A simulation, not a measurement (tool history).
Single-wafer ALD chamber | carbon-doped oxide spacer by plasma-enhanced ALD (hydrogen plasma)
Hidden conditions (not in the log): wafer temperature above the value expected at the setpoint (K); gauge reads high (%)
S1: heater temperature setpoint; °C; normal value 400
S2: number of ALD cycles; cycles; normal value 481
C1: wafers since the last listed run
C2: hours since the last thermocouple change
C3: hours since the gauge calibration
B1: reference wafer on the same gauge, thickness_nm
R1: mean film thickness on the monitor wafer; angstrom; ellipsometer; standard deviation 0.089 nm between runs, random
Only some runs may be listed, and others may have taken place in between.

run    hour   S1   S2   C1      C2      C3      B1      R1
  1       0  410  481    0   710.5  1426.6  17.997  211.18
  2     221  410  481  179   931.5  1647.6  18.002  208.05
  3   283.5  410  481   50     994  1710.1   18.02  209.23
  4   340.5  400  481   46    1051  1767.1  18.019  217.84
  5   414.2  404  481   59  1124.7  1840.8  18.012   214.1
  6   494.1  404  481   64  1204.6  1920.7  18.001  214.84
  7   587.1  404  481   75  1297.6  2013.7  18.002  214.29
  8   634.1  411  444   38  1344.6  2060.7  18.012   193.1
  9   705.7  411  444   58  1416.2  2132.3  18.005  190.27
 10   803.9  411  444   79  1514.4  2230.5  18.014  191.96
 11   847.4  400  481   35  1557.9    2274  18.009   216.1
 12     920  400  481   59  1630.5  2346.6  18.005  216.96
 13   964.6  392  481   36  1675.1  2391.2  18.002  220.06
 14  1020.4  392  481   45  1730.9    2447  17.994  219.55
 15  1067.7  400  481   38  1778.2  2494.3  17.986  216.18
 16  1171.7  400  481   84  1882.2  2598.3  18.009  216.29
 17  1233.4  400  481   50  1943.9    2660  17.991  215.98
 18  1313.5  400  481   65    2024  2740.1  17.994  214.99
       1329  -- thermocouple changed; heater temperature recalibrated
 19    1368  400  481   37      39  2794.6      18  219.85
 20  1428.7  405  443   49    99.7  2855.3  17.991  199.11
 21  1530.2  400  513   82   201.2  2956.8  18.002  233.79
 22    1579  392  573   39     250  3005.6      18  261.68
 23  1678.5  400  481   80   349.5  3105.1  17.998  217.64
     1781.6  -- gauge calibrated
 24  1970.3  400  537  237   641.3   188.7  18.008  240.81

Forecast run 25:
 25  2064  395  442  76  735  282.4   ?   ?

B1: 18.01
R1: 201.41 angstrom
Without the tool's hidden state the same run would have given R1 201.41 angstrom.

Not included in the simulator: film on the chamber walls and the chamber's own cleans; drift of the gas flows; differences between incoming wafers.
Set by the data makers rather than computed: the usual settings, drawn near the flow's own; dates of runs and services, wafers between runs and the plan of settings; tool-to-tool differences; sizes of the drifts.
